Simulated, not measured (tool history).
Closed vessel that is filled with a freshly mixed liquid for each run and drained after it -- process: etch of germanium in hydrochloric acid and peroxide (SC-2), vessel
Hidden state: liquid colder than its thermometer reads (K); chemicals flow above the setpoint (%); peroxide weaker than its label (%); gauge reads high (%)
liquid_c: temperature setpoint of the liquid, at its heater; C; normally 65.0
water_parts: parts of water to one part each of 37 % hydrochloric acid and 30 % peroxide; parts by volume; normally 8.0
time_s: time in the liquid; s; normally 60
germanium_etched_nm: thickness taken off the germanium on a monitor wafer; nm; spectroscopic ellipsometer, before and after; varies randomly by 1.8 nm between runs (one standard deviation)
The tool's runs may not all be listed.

run	day	liquid_c	water_parts	time_s	wafers since the last listed run	hours since the thermometer was replaced	hours since the chemicals flow meter was replaced	hours since the drum of peroxide was connected	hours since the gauge calibration	read-back film thickness of the germanium reference wafer, read on the same gauge (nm)	germanium_etched_nm
1	0.000	65.0	8.0	60	0	600.3	898.1	215.9	2395.8	90.01	176.92
2	3.200	65.0	8.0	60	8127	677.1	974.9	292.7	2472.6	90.00	172.15
3	5.817	65.0	8.0	60	6646	739.9	1037.7	355.5	2535.4	90.00	171.67
4	8.921	65.0	6.0	85	7884	814.4	1112.2	430.0	2609.9	89.99	251.38
5	13.071	65.0	8.0	60	10540	914.0	1211.8	529.6	2709.5	90.00	173.87
# day 14.371: gauge calibrated
6	14.612	65.0	8.0	60	3915	951.0	1248.8	566.6	5.8	90.00	172.38
7	16.738	65.0	8.0	60	5397	1002.0	1299.8	617.6	56.8	90.01	169.78
8	20.496	61.0	8.0	60	9545	1092.2	1390.0	707.8	147.0	90.01	151.07
# day 20.838: new drum of peroxide connected
9	24.875	65.0	8.0	60	11016	1197.3	1495.1	96.9	252.1	89.99	172.89
10	27.679	65.0	8.0	60	7122	1264.6	1562.4	164.2	319.4	90.00	168.94
11	31.508	60.5	5.0	95	9725	1356.5	1654.3	256.1	411.3	90.01	239.76
12	34.179	72.0	5.0	60	6783	1420.6	1718.4	320.2	475.4	90.01	217.06
13	36.100	65.0	8.0	60	4878	1466.7	1764.5	366.3	521.5	90.00	172.87
14	37.625	62.0	4.0	45	3873	1503.3	1801.1	402.9	558.1	89.99	122.49
15	44.246	58.5	10.0	70	16816	1662.2	1960.0	561.8	717.0	90.01	158.80
# day 46.229: new drum of peroxide connected
# day 47.183: thermometer replaced
16	47.442	65.0	8.0	60	7905	6.2	2036.7	29.1	793.7	90.00	179.24
17	49.012	65.0	6.5	60	3989	43.9	2074.4	66.8	831.4	89.97	177.35
# day 49.096: chemicals flow meter replaced
18	51.658	61.5	6.5	80	6614	107.4	61.5	130.3	894.9	89.98	214.84
19	54.283	65.0	8.0	60	6667	170.4	124.5	193.3	957.9	90.01	176.85
20	57.392	65.0	8.0	60	7894	245.0	199.1	267.9	1032.5	90.01	175.18
21	60.108	65.0	8.0	60	6900	310.2	264.3	333.1	1097.7	90.01	176.16
22	63.129	57.0	6.0	85	7672	382.7	336.8	405.6	1170.2	90.01	199.93
23	66.908	65.0	8.0	45	9598	473.4	427.5	496.3	1260.9	89.99	131.24
24	69.712	67.5	6.5	90	7122	540.7	494.8	563.6	1328.2	89.99	288.58
25	71.892	65.0	8.0	90	5534	593.0	547.1	615.9	1380.5	90.01	263.11
# day 74.762: new drum of peroxide connected
26	75.388	68.5	6.0	70	8773	676.9	631.0	15.0	1464.4	90.00	227.21
27	78.692	65.0	8.0	60	8392	756.2	710.3	94.3	1543.7	90.02	173.03
28	81.225	68.5	11.0	35	6434	817.0	771.1	155.1	1604.5	89.99	106.46
29	85.708	65.0	8.0	60	11387	924.6	878.7	262.7	1712.1	90.03	176.84
30	87.738	60.5	8.0	80	5153	973.3	927.4	311.4	1760.8	89.99	196.32

What was the tool's hidden state at every run in the log?
chemicals flow above the setpoint (%): 0 at every run
peroxide weaker than its label (%): 0 at every run
gauge reads high (%): 0 at every run
H1: liquid colder than its thermometer reads (K)
run	H1
1	0.691
2	0.779
3	0.85
4	0.935
5	1.05
6	1.09
7	1.15
8	1.25
9	1.37
10	1.45
11	1.55
12	1.63
13	1.68
14	1.72
15	1.9
16	0.035
17	0.078
18	0.151
19	0.222
20	0.308
21	0.382
22	0.465
23	0.569
24	0.645
25	0.705
26	0.801
27	0.892
28	0.961
29	1.08
30	1.14

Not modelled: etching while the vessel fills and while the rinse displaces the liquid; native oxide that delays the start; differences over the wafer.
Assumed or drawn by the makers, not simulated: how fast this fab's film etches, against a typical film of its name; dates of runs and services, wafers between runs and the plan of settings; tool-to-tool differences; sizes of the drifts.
